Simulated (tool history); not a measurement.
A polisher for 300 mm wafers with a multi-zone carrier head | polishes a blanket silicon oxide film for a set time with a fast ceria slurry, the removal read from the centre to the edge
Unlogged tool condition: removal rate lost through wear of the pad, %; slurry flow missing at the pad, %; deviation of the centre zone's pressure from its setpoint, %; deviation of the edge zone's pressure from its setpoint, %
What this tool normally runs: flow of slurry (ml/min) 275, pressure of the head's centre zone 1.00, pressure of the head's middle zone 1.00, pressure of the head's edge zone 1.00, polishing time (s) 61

run    day  flow of slurry (ml/min)  pressure of the head's centre zone  pressure of the head's middle zone  pressure of the head's edge zone  polishing time (s)  wafers since the last listed run  wafers polished on this pad  hours since the slurry nozzle was cleaned  hours since the centre zone pressure was calibrated  hours since the edge zone pressure was calibrated  hours since the carrier head's membrane was replaced  incoming thickness of the incoming film, nm  film removed at the wafer's centre (nm)  film removed at mid-radius (nm)  film removed at the wafer's edge (nm)
  1  0.000                      275                                1.00                                1.00                              1.03                  61                                 0                          435                                      697.6                                               1474.4                                             1201.2                                                 450.9                                       3698.7                                   1305.1                           1172.2                                 1188.0
  2  0.417                      275                                1.00                                1.00                              1.03                  61                                88                          524                                      707.6                                               1484.4                                             1211.2                                                 460.9                                       3612.6                                   1299.8                           1169.0                                 1180.8
  3  1.117                      275                                1.00                                1.00                              1.03                  61                               148                          672                                      724.4                                               1501.2                                             1228.0                                                 477.7                                       3699.4                                   1304.9                           1145.4                                 1181.1
  4  1.575                      275                                1.00                                1.00                              1.00                  61                                97                          769                                      735.4                                               1512.2                                             1239.0                                                 488.7                                       3725.1                                   1290.3                           1151.9                                 1130.1
  5  2.004                      275                                1.00                                1.00                              1.00                  61                                91                          860                                      745.7                                               1522.5                                             1249.3                                                 499.0                                       3725.3                                   1292.1                           1156.0                                 1134.4
     2.204  -- worn pad replaced by a new one
     2.458  -- slurry nozzle cleaned
     2.604  -- carrier head's membrane replaced by a new one
  6  2.712                      275                                1.00                                1.00                              1.00                  61                                75                           67                                        6.1                                               1539.5                                             1266.3                                                   2.6                                       3728.3                                   1318.6                           1163.9                                 1150.4
     3.196  -- centre zone pressure recalibrated
  7  3.292                      275                                1.00                                1.00                              1.00                  61                               105                          173                                       20.0                                                  2.3                                             1280.2                                                  16.5                                       3695.5                                   1200.6                           1173.2                                 1158.3
     3.975  -- edge zone pressure recalibrated
  8  3.996                      275                                1.00                                1.00                              1.00                  61                               131                          304                                       36.9                                                 19.2                                                0.5                                                  33.4                                       3604.1                                   1195.6                           1168.5                                 1160.2
  9  4.283                      275                                1.00                                1.00                              1.00                  61                                60                          365                                       43.8                                                 26.1                                                7.4                                                  40.3                                       3707.8                                   1187.3                           1177.6                                 1161.1
 10  4.588                      275                                1.07                                1.00                              1.00                  61                                64                          430                                       51.1                                                 33.4                                               14.7                                                  47.6                                       3715.0                                   1259.5                           1157.3                                 1148.9
 11  5.150                      275                                1.00                                1.00                              1.00                  61                               119                          549                                       64.6                                                 46.9                                               28.2                                                  61.1                                       3746.7                                   1189.1                           1149.3                                 1159.0
 12  5.462                      215                                1.00                                1.00                              0.93                  53                                66                          615                                       72.1                                                 54.4                                               35.7                                                  68.6                                       3657.6                                    998.5                            980.2                                  941.1
 13  6.083                      275                                1.00                                1.11                              1.00                  61                               131                          747                                       87.0                                                 69.3                                               50.6                                                  83.5                                       3665.6                                   1176.4                           1241.0                                 1125.1
     6.483  -- worn pad replaced by a new one
 14  6.633                      275                                0.91                                1.00                              1.04                  61                                81                           31                                      100.2                                                 82.5                                               63.8                                                  96.7                                       3669.0                                   1117.4                           1172.6                                 1189.6

What was the tool's hidden state at every run in the log?
slurry flow missing at the pad, %: 0 in every run
deviation of the edge zone's pressure from its setpoint, %: 0 in every run
H1: removal rate lost through wear of the pad, %
H2: deviation of the centre zone's pressure from its setpoint, %
run     H1     H2
  1   1.46   11.3
  2   1.75   11.5
  3   2.23   11.8
  4   2.55     12
  5   2.84   12.1
  6  0.483   12.4
  7  0.882  0.214
  8   1.37  0.216
  9   1.56  0.218
 10   1.77   0.22
 11   2.16  0.227
 12   2.38  0.231
 13   2.81  0.242
 14  0.218  0.254
